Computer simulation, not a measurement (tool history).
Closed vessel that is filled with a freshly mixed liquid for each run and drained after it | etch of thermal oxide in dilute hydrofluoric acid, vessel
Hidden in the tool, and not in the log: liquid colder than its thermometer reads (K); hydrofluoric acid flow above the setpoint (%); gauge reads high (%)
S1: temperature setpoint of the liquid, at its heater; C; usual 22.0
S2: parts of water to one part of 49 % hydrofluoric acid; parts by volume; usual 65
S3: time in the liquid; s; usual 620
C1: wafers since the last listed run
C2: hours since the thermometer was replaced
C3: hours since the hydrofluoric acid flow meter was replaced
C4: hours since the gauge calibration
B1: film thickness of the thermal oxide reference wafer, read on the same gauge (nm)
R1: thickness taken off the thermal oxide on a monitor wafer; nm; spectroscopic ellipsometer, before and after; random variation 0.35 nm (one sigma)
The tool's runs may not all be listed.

run 1 day=0.000 | S1=22.0 S2=65 S3=620 | C1=0 C2=341.6 C3=510.4 C4=810.4 | B1=70.02 | R1=45.41
run 2 day=1.567 | S1=19.0 S2=65 S3=620 | C1=2077 C2=379.2 C3=548.0 C4=848.0 | B1=69.98 | R1=39.39
run 3 day=2.679 | S1=19.0 S2=65 S3=620 | C1=1475 C2=405.9 C3=574.7 C4=874.7 | B1=70.04 | R1=39.50
run 4 day=5.521 | S1=22.0 S2=65 S3=620 | C1=3768 C2=474.1 C3=642.9 C4=942.9 | B1=69.99 | R1=44.98
run 5 day=8.283 | S1=22.0 S2=65 S3=620 | C1=3663 C2=540.4 C3=709.2 C4=1009.2 | B1=69.95 | R1=45.09
run 6 day=10.154 | S1=22.0 S2=65 S3=620 | C1=2481 C2=585.3 C3=754.1 C4=1054.1 | B1=69.99 | R1=43.94
run 7 day=12.229 | S1=22.0 S2=65 S3=620 | C1=2752 C2=635.1 C3=803.9 C4=1103.9 | B1=70.02 | R1=44.43
run 8 day=14.179 | S1=22.0 S2=65 S3=620 | C1=2586 C2=681.9 C3=850.7 C4=1150.7 | B1=70.04 | R1=44.84
-- day=15.646 hydrofluoric acid flow meter replaced
run 9 day=16.146 | S1=22.0 S2=65 S3=620 | C1=2553 C2=729.1 C3=12.0 C4=1197.9 | B1=69.97 | R1=41.72
-- day=17.050 thermometer replaced
run 10 day=18.296 | S1=22.0 S2=65 S3=620 | C1=2796 C2=29.9 C3=63.6 C4=1249.5 | B1=69.96 | R1=45.11
run 11 day=20.333 | S1=22.0 S2=65 S3=620 | C1=2702 C2=78.8 C3=112.5 C4=1298.4 | B1=70.01 | R1=45.02
-- day=20.475 gauge calibrated
run 12 day=22.279 | S1=22.0 S2=65 S3=620 | C1=2580 C2=125.5 C3=159.2 C4=43.3 | B1=69.99 | R1=45.58
run 13 day=23.538 | S1=22.0 S2=65 S3=620 | C1=1668 C2=155.7 C3=189.4 C4=73.5 | B1=70.02 | R1=45.68
run 14 day=26.267 | S1=22.0 S2=65 S3=620 | C1=3619 C2=221.2 C3=254.9 C4=139.0 | B1=70.06 | R1=44.47
run 15 day=28.488 | S1=22.0 S2=65 S3=930 | C1=2945 C2=274.5 C3=308.2 C4=192.3 | B1=70.04 | R1=66.67
run 16 day=30.879 | S1=20.0 S2=75 S3=490 | C1=3172 C2=331.9 C3=365.6 C4=249.7 | B1=69.99 | R1=28.25
run 17 day=32.458 | S1=22.0 S2=65 S3=725 | C1=2094 C2=369.8 C3=403.5 C4=287.6 | B1=69.99 | R1=52.88
run 18 day=35.158 | S1=22.0 S2=90 S3=380 | C1=3581 C2=434.6 C3=468.3 C4=352.4 | B1=70.07 | R1=19.41
run 19 day=36.779 | S1=27.0 S2=80 S3=485 | C1=2149 C2=473.5 C3=507.2 C4=391.3 | B1=69.98 | R1=34.06
run 20 day=37.962 | S1=20.0 S2=95 S3=620 | C1=1569 C2=501.9 C3=535.6 C4=419.7 | B1=69.97 | R1=27.02
run 21 day=39.388 | S1=22.0 S2=65 S3=445 | C1=1890 C2=536.1 C3=569.8 C4=453.9 | B1=69.99 | R1=32.32
run 22 day=42.192 | S1=22.0 S2=90 S3=620 | C1=3719 C2=603.4 C3=637.1 C4=521.2 | B1=69.94 | R1=31.42
run 23 day=43.971 | S1=20.5 S2=85 S3=915 | C1=2359 C2=646.1 C3=679.8 C4=563.9 | B1=70.04 | R1=45.97
run 24 day=46.600 | S1=19.0 S2=65 S3=410 | C1=3487 C2=709.2 C3=742.9 C4=627.0 | B1=69.97 | R1=26.01
run 25 day=48.021 | S1=17.0 S2=40 S3=785 | C1=1884 C2=743.3 C3=777.0 C4=661.1 | B1=70.01 | R1=75.37
run 26 day=49.021 | S1=22.0 S2=65 S3=620 | C1=1326 C2=767.3 C3=801.0 C4=685.1 | B1=69.99 | R1=44.19
-- day=50.875 thermometer replaced
run 27 day=51.867 | S1=22.0 S2=75 S3=620 | C1=3719 C2=23.8 C3=869.3 C4=753.4 | B1=69.98 | R1=42.17
-- day=54.354 hydrofluoric acid flow meter replaced
run 28 day=54.575 | S1=22.0 S2=65 S3=620 | C1=3536 C2=88.8 C3=5.3 C4=818.4 | B1=69.93 | R1=45.47
run 29 day=57.462 | S1=20.5 S2=65 S3=525 | C1=3829 C2=158.1 C3=74.6 C4=887.7 | B1=69.99 | R1=36.27
run 30 day=58.658 | S1=25.0 S2=65 S3=895 | C1=1586 C2=186.8 C3=103.3 C4=916.4 | B1=69.98 | R1=72.84
run 31 day=60.750 | S1=22.0 S2=65 S3=620 | C1=2774 C2=237.0 C3=153.5 C4=966.6 | B1=70.00 | R1=44.70
run 32 day=62.771 | S1=20.0 S2=85 S3=785 | C1=2680 C2=285.5 C3=202.0 C4=1015.1 | B1=70.02 | R1=39.03

What the log doesn't show, run by run:
gauge reads high (%): 0 in every run
H1: liquid colder than its thermometer reads (K)
H2: hydrofluoric acid flow above the setpoint (%)
run=1 H1=1.44 H2=4.89
run=2 H1=1.55 H2=5.18
run=3 H1=1.62 H2=5.39
run=4 H1=1.82 H2=5.92
run=5 H1=2.01 H2=6.44
run=6 H1=2.14 H2=6.79
run=7 H1=2.28 H2=7.18
run=8 H1=2.42 H2=7.55
run=9 H1=2.55 H2=0.725
run=10 H1=0.17 H2=1.13
run=11 H1=0.31 H2=1.51
run=12 H1=0.444 H2=1.88
run=13 H1=0.531 H2=2.11
run=14 H1=0.719 H2=2.63
run=15 H1=0.872 H2=3.04
run=16 H1=1.04 H2=3.49
run=17 H1=1.15 H2=3.79
run=18 H1=1.33 H2=4.3
run=19 H1=1.44 H2=4.6
run=20 H1=1.52 H2=4.82
run=21 H1=1.62 H2=5.09
run=22 H1=1.82 H2=5.62
run=23 H1=1.94 H2=5.95
run=24 H1=2.12 H2=6.45
run=25 H1=2.22 H2=6.71
run=26 H1=2.29 H2=6.9
run=27 H1=0.132 H2=7.44
run=28 H1=0.318 H2=0.576
run=29 H1=0.517 H2=1.12
run=30 H1=0.6 H2=1.34
run=31 H1=0.744 H2=1.74
run=32 H1=0.883 H2=2.12
